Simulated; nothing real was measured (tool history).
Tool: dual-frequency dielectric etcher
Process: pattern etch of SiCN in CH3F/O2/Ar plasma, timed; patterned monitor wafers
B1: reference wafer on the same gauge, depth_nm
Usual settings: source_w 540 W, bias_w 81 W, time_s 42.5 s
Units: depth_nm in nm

Run 1, hour 0.0: usual settings; B1 17.19. Result: depth_nm 19.59 nm.
Run 2, hour 68.0: usual settings; B1 17.18. Result: depth_nm 19.68 nm.
Run 3, hour 108.5: usual settings; B1 17.17. Result: depth_nm 19.45 nm.
Run 4, hour 158.1: usual settings; B1 17.20. Result: depth_nm 19.58 nm.
Run 5, hour 261.0: usual settings but time_s 39.0 s; B1 17.20. Result: depth_nm 17.39 nm.
Run 6, hour 322.2: usual settings but source_w 580 W; B1 17.21. Result: depth_nm 19.63 nm.
Run 7, hour 419.8: usual settings but source_w 580 W; B1 17.21. Result: depth_nm 19.79 nm.
Run 8, hour 486.7: usual settings; B1 17.20. Result: depth_nm 19.57 nm.
Run 9, hour 562.1: usual settings; B1 17.17. Result: depth_nm 19.74 nm.
Run 10, hour 654.2: usual settings; B1 17.21. Result: depth_nm 19.68 nm.
Run 11, hour 753.7: usual settings; B1 17.24. Result: depth_nm 19.07 nm.
Run 12, hour 816.6: usual settings but bias_w 98 W; B1 17.19. Result: depth_nm 21.38 nm.
Run 13, hour 887.6: usual settings; B1 17.19. Result: depth_nm 19.25 nm.
Run 14, hour 976.3: usual settings but source_w 660 W, bias_w 89 W, time_s 37.5 s; B1 17.19. Result: depth_nm 18.85 nm.
Run 15, hour 1014.3: usual settings; B1 17.21. Result: depth_nm 19.61 nm.
Run 16, hour 1065.5: usual settings but bias_w 98 W, time_s 36.0 s; B1 17.19. Result: depth_nm 18.11 nm.
Run 17, hour 1134.8: usual settings but source_w 460 W, bias_w 71 W; B1 17.20. Result: depth_nm 18.08 nm.
Run 18, hour 1207.4: usual settings but source_w 660 W, bias_w 70 W, time_s 50.0 s; B1 17.20. Result: depth_nm 21.65 nm.
Run 19, hour 1273.7: usual settings but source_w 480 W, bias_w 100 W, time_s 30.0 s; B1 17.17. Result: depth_nm 14.22 nm.
Run 20, hour 1365.1: usual settings but source_w 600 W, bias_w 61 W, time_s 49.5 s; B1 17.22. Result: depth_nm 20.42 nm.
Run 21, hour 1440.9: usual settings but bias_w 100 W; B1 17.16. Result: depth_nm 20.76 nm.
Run 22, hour 1508.4: usual settings but source_w 500 W, bias_w 68 W, time_s 37.0 s; B1 17.21. Result: depth_nm 15.41 nm.
Run 23, hour 1551.7: usual settings but source_w 660 W, bias_w 73 W; B1 17.18. Result: depth_nm 19.60 nm.

Not shown: 7 entries that the log had between the listed runs. Between which runs, and how does the tool's hidden state differ before and after?
Between runs 4 and 5: wet clean of the chamber (hour 183.6)
  etch rate over this chamber's usual, %: 5.35 -> 1.05
  measured less the result without the state, depth_nm: +0.99 -> +0.18 nm
Between runs 9 and 10: source power generator calibrated (hour 605.7)
  etch rate over this chamber's usual, %: 4.51 -> 5.56
  measured less the result without the state, depth_nm: +0.85 -> +1.04 nm
Between runs 10 and 11: wet clean of the chamber (hour 682.3); bias power generator calibrated (hour 724.9)
  etch rate over this chamber's usual, %: 5.56 -> 1.69
  measured less the result without the state, depth_nm: +1.04 -> +0.32 nm
Between runs 12 and 13: upper electrode replaced, of another model than before (hour 887.1)
  etch rate over this chamber's usual, %: 2.41 -> 3.23
  measured less the result without the state, depth_nm: +0.50 -> +0.60 nm
Between runs 16 and 17: gauge calibrated (hour 1090.4)
  etch rate over this chamber's usual, %: 5.27 -> 6.07
  measured less the result without the state, depth_nm: +0.91 -> +1.03 nm
Between runs 17 and 18: wet clean of the chamber (hour 1206.9)
  etch rate over this chamber's usual, %: 6.07 -> -0.243
  measured less the result without the state, depth_nm: +1.03 -> -0.06 nm
